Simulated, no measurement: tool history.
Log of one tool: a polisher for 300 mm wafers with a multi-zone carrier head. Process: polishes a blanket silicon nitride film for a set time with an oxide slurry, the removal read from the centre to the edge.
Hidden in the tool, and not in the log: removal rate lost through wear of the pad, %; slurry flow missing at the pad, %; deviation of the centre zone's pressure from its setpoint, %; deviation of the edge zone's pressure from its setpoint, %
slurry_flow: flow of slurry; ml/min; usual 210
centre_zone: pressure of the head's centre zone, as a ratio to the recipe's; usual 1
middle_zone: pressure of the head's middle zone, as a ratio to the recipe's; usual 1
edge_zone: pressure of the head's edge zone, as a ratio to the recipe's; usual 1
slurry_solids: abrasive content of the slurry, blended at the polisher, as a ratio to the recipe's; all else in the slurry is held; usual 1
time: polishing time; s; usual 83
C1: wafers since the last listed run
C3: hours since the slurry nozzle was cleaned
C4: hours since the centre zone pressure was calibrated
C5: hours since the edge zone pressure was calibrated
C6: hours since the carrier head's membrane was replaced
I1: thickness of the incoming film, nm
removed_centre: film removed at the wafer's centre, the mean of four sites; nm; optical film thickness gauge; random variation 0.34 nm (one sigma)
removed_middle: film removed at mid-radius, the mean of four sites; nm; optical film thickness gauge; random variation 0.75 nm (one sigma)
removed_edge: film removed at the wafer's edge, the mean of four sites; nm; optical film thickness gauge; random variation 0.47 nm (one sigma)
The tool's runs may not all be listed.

Run 1, hour 0: usual settings; C1 0; wafers polished on this pad 409; C3 220; C4 1534.1; C5 158.6; C6 1310; I1 489.1. Result: removed_centre 48.7 nm, removed_middle 48.8 nm, removed_edge 48.2 nm.
At hour 18.3: centre zone pressure recalibrated.
Run 2, hour 66.1: usual settings but edge_zone 0.93; C1 674; wafers polished on this pad 1083; C3 286.1; C4 47.8; C5 224.7; C6 1376.1; I1 481.7. Result: removed_centre 48.2 nm, removed_middle 48.4 nm, removed_edge 46.5 nm.
At hour 94.4: slurry nozzle cleaned.
Run 3, hour 112: usual settings but time 67 s; C1 472; wafers polished on this pad 1556; C3 17.6; C4 93.7; C5 270.6; C6 1422; I1 484.6. Result: removed_centre 38.4 nm, removed_middle 39.6 nm, removed_edge 38.6 nm.
Run 4, hour 142.9: usual settings but time 67 s; C1 325; wafers polished on this pad 1882; C3 48.5; C4 124.6; C5 301.5; C6 1452.9; I1 478.7. Result: removed_centre 38.6 nm, removed_middle 38 nm, removed_edge 38.2 nm.
Run 5, hour 195.9: usual settings but slurry_flow 190 ml/min; C1 558; wafers polished on this pad 2440; C3 101.5; C4 177.6; C5 354.5; C6 1505.9; I1 480.4. Result: removed_centre 45.6 nm, removed_middle 45.7 nm, removed_edge 46.3 nm.
Run 6, hour 224.5: usual settings but slurry_flow 265 ml/min, centre_zone 1.04, slurry_solids 1.15; C1 301; wafers polished on this pad 2741; C3 130.1; C4 206.2; C5 383.1; C6 1534.5; I1 472.3. Result: removed_centre 53.4 nm, removed_middle 52 nm, removed_edge 50.3 nm.
At hour 280.6: carrier head's membrane replaced by a new one.
Run 7, hour 281.1: usual settings but slurry_flow 275 ml/min, middle_zone 0.92, edge_zone 0.91; C1 543; wafers polished on this pad 3284; C3 186.7; C4 262.8; C5 439.7; C6 0.5; I1 480.8. Result: removed_centre 48.1 nm, removed_middle 44.6 nm, removed_edge 45.1 nm.
At hour 304.1: worn pad replaced by a new one.
Run 8, hour 321: usual settings but slurry_flow 135 ml/min, middle_zone 0.95; C1 378; wafers polished on this pad 178; C3 226.6; C4 302.7; C5 479.6; C6 40.4; I1 480.3. Result: removed_centre 44.5 nm, removed_middle 43.4 nm, removed_edge 46.1 nm.
Run 9, hour 349.1: usual settings but slurry_solids 0.85, time 94 s; C1 295; wafers polished on this pad 474; C3 254.7; C4 330.8; C5 507.7; C6 68.5; I1 472.5. Result: removed_centre 52.4 nm, removed_middle 52 nm, removed_edge 50.5 nm.
At hour 364.7: slurry nozzle cleaned.
Run 10, hour 392.3: usual settings but slurry_flow 190 ml/min; C1 444; wafers polished on this pad 918; C3 27.6; C4 374; C5 550.9; C6 111.7; I1 482.6. Result: removed_centre 47.6 nm, removed_middle 48 nm, removed_edge 49 nm.
Run 11, hour 421.8: usual settings but edge_zone 0.9, slurry_solids 0.75; C1 310; wafers polished on this pad 1229; C3 57.1; C4 403.5; C5 580.4; C6 141.2; I1 477.9. Result: removed_centre 42.5 nm, removed_middle 42.4 nm, removed_edge 40.6 nm.
At hour 425.5: edge zone pressure recalibrated.
Run 12, hour 556.1: usual settings but centre_zone 0.93, middle_zone 0.9; C1 1393; wafers polished on this pad 2622; C3 191.4; C4 537.8; C5 130.6; C6 275.5; I1 479.8. Result: removed_centre 43.9 nm, removed_middle 43.3 nm, removed_edge 47.2 nm.
Run 13, hour 622.9: usual settings but slurry_flow 235 ml/min; C1 703; wafers polished on this pad 3325; C3 258.2; C4 604.6; C5 197.4; C6 342.3; I1 483.6. Result: removed_centre 47.5 nm, removed_middle 47.9 nm, removed_edge 46.3 nm.
At hour 628.2: worn pad replaced by a new one.
At hour 639.6: slurry nozzle cleaned.
Run 14, hour 681.6: usual settings but slurry_flow 275 ml/min; C1 565; wafers polished on this pad 551; C3 42; C4 663.3; C5 256.1; C6 401; I1 487.1. Result: removed_centre 50.7 nm, removed_middle 51.4 nm, removed_edge 49.9 nm.
Run 15, hour 708.2: usual settings; C1 280; wafers polished on this pad 831; C3 68.6; C4 689.9; C5 282.7; C6 427.6; I1 475.1. Result: removed_centre 48.6 nm, removed_middle 48.4 nm, removed_edge 48 nm.
Run 16, hour 745.6: usual settings but slurry_flow 260 ml/min, edge_zone 0.93, slurry_solids 1.1, time 73 s; C1 393; wafers polished on this pad 1225; C3 106; C4 727.3; C5 320.1; C6 465; I1 480.9. Result: removed_centre 45.3 nm, removed_middle 45.6 nm, removed_edge 44 nm.
Run 17, hour 844.6: usual settings but edge_zone 0.9, slurry_solids 0.75; C1 1042; wafers polished on this pad 2267; C3 205; C4 826.3; C5 419.1; C6 564; I1 480.3. Result: removed_centre 41.4 nm, removed_middle 40.8 nm, removed_edge 39 nm.
Run 18, hour 890.6: usual settings but slurry_flow 160 ml/min; C1 484; wafers polished on this pad 2751; C3 251; C4 872.3; C5 465.1; C6 610; I1 472.6. Result: removed_centre 43.9 nm, removed_middle 45.1 nm, removed_edge 45 nm.
Run 19, hour 917.9: usual settings but slurry_flow 230 ml/min, middle_zone 0.89, slurry_solids 0.85, time 104 s; C1 287; wafers polished on this pad 3039; C3 278.3; C4 899.6; C5 492.4; C6 637.3; I1 482. Result: removed_centre 55.6 nm, removed_middle 50.7 nm, removed_edge 54.7 nm.
At hour 935.2: worn pad replaced by a new one.
At hour 944.3: slurry nozzle cleaned.
Run 20, hour 981.3: usual settings but edge_zone 0.88, time 76 s; C1 614; wafers polished on this pad 475; C3 37; C4 963; C5 555.8; C6 700.7; I1 484.6. Result: removed_centre 45.3 nm, removed_middle 46 nm, removed_edge 42.3 nm.

5 ways to go on from here, each from the tool as it stands after run 20. What would each give?
Run A, hour 981.7: usual settings; C1 4; wafers polished on this pad 479; C3 37.4; C4 963.4; C5 556.2; C6 701.1; I1 484.8. Result: removed_centre ?, removed_middle ?, removed_edge ?.
Run B, hour 981.7: usual settings but middle_zone 1.1, slurry_solids 0.9; C1 4; wafers polished on this pad 479; C3 37.4; C4 963.4; C5 556.2; C6 701.1; I1 484.8. Result: removed_centre ?, removed_middle ?, removed_edge ?.
Run C, hour 981.7: usual settings but slurry_flow 185 ml/min, middle_zone 1.07; C1 4; wafers polished on this pad 479; C3 37.4; C4 963.4; C5 556.2; C6 701.1; I1 484.8. Result: removed_centre ?, removed_middle ?, removed_edge ?.
Run D, hour 981.7: usual settings but slurry_flow 185 ml/min, edge_zone 1.03, slurry_solids 0.85; C1 4; wafers polished on this pad 479; C3 37.4; C4 963.4; C5 556.2; C6 701.1; I1 484.8. Result: removed_centre ?, removed_middle ?, removed_edge ?.
Run E, hour 981.7: usual settings but middle_zone 0.89, time 75 s; C1 4; wafers polished on this pad 479; C3 37.4; C4 963.4; C5 556.2; C6 701.1; I1 484.8. Result: removed_centre ?, removed_middle ?, removed_edge ?.

run  removed_centre  removed_middle  removed_edge
  A            49.1            49.4          49.7
  B            46.9            51.1          47.4
  C              48            51.3          48.9
  D            44.6              45          46.1
  E            44.4            40.5            45
Without the tool's hidden state the same runs would have given:
run  removed_centre  removed_middle  removed_edge
  A            49.6            49.9          50.2
  B            47.4            51.6          47.9
  C            48.5            51.8          49.4
  D            45.1            45.4          46.6
  E            44.8            40.9          45.5
